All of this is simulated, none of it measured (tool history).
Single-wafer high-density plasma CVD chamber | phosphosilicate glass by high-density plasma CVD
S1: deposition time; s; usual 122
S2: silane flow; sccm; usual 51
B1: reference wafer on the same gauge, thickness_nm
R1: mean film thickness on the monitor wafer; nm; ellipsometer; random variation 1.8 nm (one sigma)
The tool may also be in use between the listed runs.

run 1 hour=0.0 | S1=122 S2=51 | B1=543.187 | R1=615.459
run 2 hour=20.1 | S1=122 S2=45 | B1=543.109 | R1=562.021
run 3 hour=43.8 | S1=122 S2=45 | B1=542.784 | R1=561.602
run 4 hour=64.0 | S1=122 S2=51 | B1=543.036 | R1=614.248
run 5 hour=99.8 | S1=122 S2=51 | B1=542.994 | R1=614.308
run 6 hour=114.8 | S1=122 S2=51 | B1=542.784 | R1=617.134
run 7 hour=147.6 | S1=122 S2=51 | B1=543.062 | R1=615.888
run 8 hour=236.5 | S1=122 S2=51 | B1=543.336 | R1=613.564
run 9 hour=254.8 | S1=122 S2=51 | B1=542.904 | R1=616.655
run 10 hour=332.9 | S1=107 S2=51 | B1=542.909 | R1=541.072
run 11 hour=351.3 | S1=135 S2=51 | B1=542.915 | R1=678.203
-- hour=411.5 silane flow controller replaced
-- hour=450.3 gauge calibrated
run 12 hour=454.4 | S1=122 S2=51 | B1=543.064 | R1=618.565
run 13 hour=476.1 | S1=122 S2=51 | B1=542.772 | R1=616.806
run 14 hour=499.2 | S1=113 S2=45 | B1=542.791 | R1=517.266
run 15 hour=519.8 | S1=113 S2=45 | B1=542.983 | R1=521.032
run 16 hour=533.4 | S1=113 S2=45 | B1=542.881 | R1=521.762
run 17 hour=556.9 | S1=116 S2=51 | B1=542.940 | R1=586.354
run 18 hour=571.3 | S1=122 S2=51 | B1=543.088 | R1=613.860
run 19 hour=592.7 | S1=122 S2=45 | B1=543.243 | R1=562.665
run 20 hour=624.5 | S1=122 S2=51 | B1=542.773 | R1=616.589
run 21 hour=636.7 | S1=122 S2=57 | B1=542.973 | R1=668.253
run 22 hour=651.4 | S1=122 S2=51 | B1=543.276 | R1=616.899
run 23 hour=673.1 | S1=122 S2=61 | B1=542.947 | R1=705.215
run 24 hour=691.8 | S1=104 S2=59 | B1=543.156 | R1=588.102
run 25 hour=723.6 | S1=102 S2=51 | B1=542.632 | R1=515.128
run 26 hour=737.9 | S1=105 S2=59 | B1=543.194 | R1=591.063
run 27 hour=767.1 | S1=132 S2=51 | B1=543.035 | R1=667.308
run 28 hour=781.4 | S1=122 S2=51 | B1=543.050 | R1=618.951
run 29 hour=795.4 | S1=137 S2=51 | B1=543.092 | R1=691.409
run 30 hour=829.6 | S1=122 S2=51 | B1=543.240 | R1=619.407
run 31 hour=844.9 | S1=129 S2=56 | B1=543.216 | R1=700.882
run 32 hour=944.1 | S1=104 S2=51 | B1=543.121 | R1=527.709
run 33 hour=966.5 | S1=137 S2=55 | B1=543.100 | R1=732.279

Forecast each of these 5 alternatives for the next run:
run A hour=966.9 | S1=122 S2=51 | B1=? | R1=?
run B hour=966.9 | S1=132 S2=56 | B1=? | R1=?
run C hour=966.9 | S1=134 S2=47 | B1=? | R1=?
run D hour=966.9 | S1=140 S2=54 | B1=? | R1=?
run E hour=966.9 | S1=105 S2=61 | B1=? | R1=?

run=A B1=542.974 R1=616.002
run=B B1=542.974 R1=715.983
run=C B1=542.974 R1=636.401
run=D B1=542.974 R1=738.380
run=E B1=542.974 R1=608.899
Without the tool's hidden state the same runs would have given:
run=A R1=616.002
run=B R1=715.983
run=C R1=636.401
run=D R1=738.380
run=E R1=608.899

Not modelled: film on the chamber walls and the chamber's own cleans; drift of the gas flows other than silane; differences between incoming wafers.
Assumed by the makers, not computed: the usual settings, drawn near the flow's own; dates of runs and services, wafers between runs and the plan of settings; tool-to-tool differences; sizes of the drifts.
